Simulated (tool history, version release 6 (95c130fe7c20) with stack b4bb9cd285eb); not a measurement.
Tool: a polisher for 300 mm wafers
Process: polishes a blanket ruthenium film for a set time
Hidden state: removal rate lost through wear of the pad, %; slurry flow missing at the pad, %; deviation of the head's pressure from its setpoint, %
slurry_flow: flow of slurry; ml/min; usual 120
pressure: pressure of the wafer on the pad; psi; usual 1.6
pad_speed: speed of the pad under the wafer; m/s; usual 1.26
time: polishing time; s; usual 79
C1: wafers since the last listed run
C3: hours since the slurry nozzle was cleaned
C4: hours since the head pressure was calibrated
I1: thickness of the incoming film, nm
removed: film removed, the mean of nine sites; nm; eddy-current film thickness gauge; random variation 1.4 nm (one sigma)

Run 1, day 0: usual settings; C1 0; wafers polished on this pad 920; C3 749.7; C4 142.1; I1 303.1. Result: removed 103.6 nm.
At day 3.029: slurry nozzle cleaned.
Run 2, day 3.304: usual settings but pressure 2 psi, pad_speed 1.14 m/s; C1 426; wafers polished on this pad 1347; C3 6.6; C4 221.4; I1 296.4. Result: removed 113.3 nm.
Run 3, day 5.133: usual settings but slurry_flow 150 ml/min; C1 238; wafers polished on this pad 1586; C3 50.5; C4 265.3; I1 297. Result: removed 109 nm.
Run 4, day 8.396: usual settings but slurry_flow 150 ml/min; C1 426; wafers polished on this pad 2012; C3 128.8; C4 343.6; I1 299.1. Result: removed 106.1 nm.
Run 5, day 12.258: usual settings; C1 504; wafers polished on this pad 2516; C3 221.5; C4 436.3; I1 302.1. Result: removed 102.4 nm.
At day 19.379: worn pad replaced by a new one.
At day 20.725: head pressure recalibrated.
Run 6, day 24.333: usual settings but slurry_flow 100 ml/min; C1 1544; wafers polished on this pad 636; C3 511.3; C4 86.6; I1 302.6. Result: removed 103.7 nm.
Run 7, day 36.588: usual settings but slurry_flow 100 ml/min; C1 1600; wafers polished on this pad 2237; C3 805.4; C4 380.7; I1 304.6. Result: removed 100.4 nm.
At day 37.896: slurry nozzle cleaned.
Run 8, day 44.408: usual settings; C1 1016; wafers polished on this pad 3253; C3 156.3; C4 568.4; I1 293.4. Result: removed 105.4 nm.
Run 9, day 45.946: usual settings; C1 200; wafers polished on this pad 3454; C3 193.2; C4 605.3; I1 294. Result: removed 103.5 nm.
Run 10, day 48.088: usual settings; C1 279; wafers polished on this pad 3733; C3 244.6; C4 656.7; I1 303.7. Result: removed 105.6 nm.
At day 50.212: worn pad replaced by a new one.
Run 11, day 50.546: usual settings but time 87 s; C1 299; wafers polished on this pad 43; C3 303.6; C4 715.7; I1 297.7. Result: removed 117.1 nm.
Run 12, day 54.15: usual settings but time 87 s; C1 470; wafers polished on this pad 514; C3 390.1; C4 802.2; I1 297.4. Result: removed 116 nm.
At day 55.608: head pressure recalibrated.
Run 13, day 55.675: usual settings; C1 188; wafers polished on this pad 702; C3 426.7; C4 1.6; I1 305.8. Result: removed 104 nm.
At day 65.792: slurry nozzle cleaned.
Run 14, day 68.842: usual settings; C1 1714; wafers polished on this pad 2417; C3 73.2; C4 317.6; I1 298. Result: removed 101.1 nm.
Run 15, day 72.683: usual settings; C1 501; wafers polished on this pad 2919; C3 165.4; C4 409.8; I1 297.1. Result: removed 106.6 nm.
Run 16, day 74.333: usual settings; C1 215; wafers polished on this pad 3134; C3 205; C4 449.4; I1 299.9. Result: removed 104.6 nm.
Run 17, day 77.992: usual settings; C1 477; wafers polished on this pad 3612; C3 292.8; C4 537.2; I1 301.8. Result: removed 103.1 nm.
Run 18, day 80.846: usual settings; C1 372; wafers polished on this pad 3985; C3 361.3; C4 605.7; I1 297.4. Result: removed 102.5 nm.
At day 83.225: worn pad replaced by a new one.
At day 83.375: head pressure recalibrated.
Run 19, day 85.033: usual settings but slurry_flow 80 ml/min; C1 514; wafers polished on this pad 225; C3 461.8; C4 39.8; I1 296.8. Result: removed 100.3 nm.
Run 20, day 89.933: usual settings but slurry_flow 100 ml/min, time 91 s; C1 640; wafers polished on this pad 865; C3 579.4; C4 157.4; I1 300.8. Result: removed 119.2 nm.
Run 21, day 92.612: usual settings but slurry_flow 145 ml/min, time 67 s; C1 349; wafers polished on this pad 1215; C3 643.7; C4 221.7; I1 296.2. Result: removed 90.3 nm.
Run 22, day 95.783: usual settings; C1 414; wafers polished on this pad 1629; C3 719.8; C4 297.8; I1 306.5. Result: removed 104.5 nm.
At day 98.238: slurry nozzle cleaned.
Run 23, day 103.233: usual settings but slurry_flow 150 ml/min, pressure 2.1 psi, time 87 s; C1 967; wafers polished on this pad 2597; C3 119.9; C4 476.6; I1 297. Result: removed 140.6 nm.
Run 24, day 106.454: usual settings but slurry_flow 150 ml/min, pressure 1.8 psi; C1 420; wafers polished on this pad 3018; C3 197.2; C4 553.9; I1 300.8. Result: removed 116.3 nm.
Run 25, day 108.65: usual settings but slurry_flow 100 ml/min, time 91 s; C1 286; wafers polished on this pad 3305; C3 249.9; C4 606.6; I1 295.5. Result: removed 117.9 nm.
At day 117.842: worn pad replaced by a new one.
At day 118.646: head pressure recalibrated.
Run 26, day 118.667: usual settings; C1 1275; wafers polished on this pad 96; C3 490.3; C4 0.5; I1 301.1. Result: removed 105 nm.
Run 27, day 122.092: usual settings but slurry_flow 150 ml/min, pressure 1.1 psi, pad_speed 1.5 m/s, time 56 s; C1 447; wafers polished on this pad 544; C3 572.5; C4 82.7; I1 301.5. Result: removed 68.6 nm.
Run 28, day 124.562: usual settings but slurry_flow 95 ml/min, pressure 1.1 psi, time 104 s; C1 322; wafers polished on this pad 867; C3 631.8; C4 142; I1 300.3. Result: removed 107 nm.
Run 29, day 128.992: usual settings; C1 578; wafers polished on this pad 1445; C3 738.1; C4 248.3; I1 302. Result: removed 103.7 nm.
Run 30, day 131.975: usual settings but slurry_flow 100 ml/min; C1 389; wafers polished on this pad 1835; C3 809.7; C4 319.9; I1 296.5. Result: removed 101.3 nm.
At day 132.538: slurry nozzle cleaned.
Run 31, day 134.533: usual settings but pressure 1.9 psi, time 71 s; C1 328; wafers polished on this pad 2164; C3 47.9; C4 381.3; I1 300. Result: removed 104 nm.
Run 32, day 137.292: usual settings but slurry_flow 135 ml/min, pressure 2.2 psi, pad_speed 1.62 m/s, time 101 s; C1 360; wafers polished on this pad 2524; C3 114.1; C4 447.5; I1 302.5. Result: removed 193.8 nm.
Run 33, day 140.475: usual settings but slurry_flow 140 ml/min, pressure 1.1 psi, pad_speed 1.68 m/s; C1 415; wafers polished on this pad 2940; C3 190.5; C4 523.9; I1 293.1. Result: removed 101.7 nm.
Run 34, day 144.733: usual settings but pressure 1.9 psi; C1 556; wafers polished on this pad 3496; C3 292.7; C4 626.1; I1 299.2. Result: removed 118.8 nm.
Run 35, day 147.421: usual settings but time 105 s; C1 351; wafers polished on this pad 3847; C3 357.2; C4 690.6; I1 294.4. Result: removed 139.7 nm.
At day 147.696: worn pad replaced by a new one.
Run 36, day 151.196: usual settings but pad_speed 1.4 m/s; C1 471; wafers polished on this pad 457; C3 447.8; C4 781.2; I1 296.4. Result: removed 111 nm.

5 ways to go on from here, each from the tool as it stands after run 36. What would each give?
Run A, day 151.212: usual settings; C1 2; wafers polished on this pad 459; C3 448.2; C4 781.6; I1 302.9. Result: removed ?.
Run B, day 151.212: usual settings but slurry_flow 105 ml/min, pressure 1.4 psi; C1 2; wafers polished on this pad 459; C3 448.2; C4 781.6; I1 302.9. Result: removed ?.
Run C, day 151.212: usual settings but slurry_flow 110 ml/min; C1 2; wafers polished on this pad 459; C3 448.2; C4 781.6; I1 302.9. Result: removed ?.
Run D, day 151.212: usual settings but slurry_flow 80 ml/min, pressure 1.3 psi, pad_speed 1.7 m/s; C1 2; wafers polished on this pad 459; C3 448.2; C4 781.6; I1 302.9. Result: removed ?.
Run E, day 151.212: usual settings but pad_speed 1.46 m/s; C1 2; wafers polished on this pad 459; C3 448.2; C4 781.6; I1 302.9. Result: removed ?.

run  removed
  A    106.7
  B     96.7
  C    105.3
  D    107.5
  E    116.9
Without the tool's hidden state the same runs would have given:
run  removed
  A    106.7
  B     96.7
  C    105.3
  D    107.5
  E    116.9
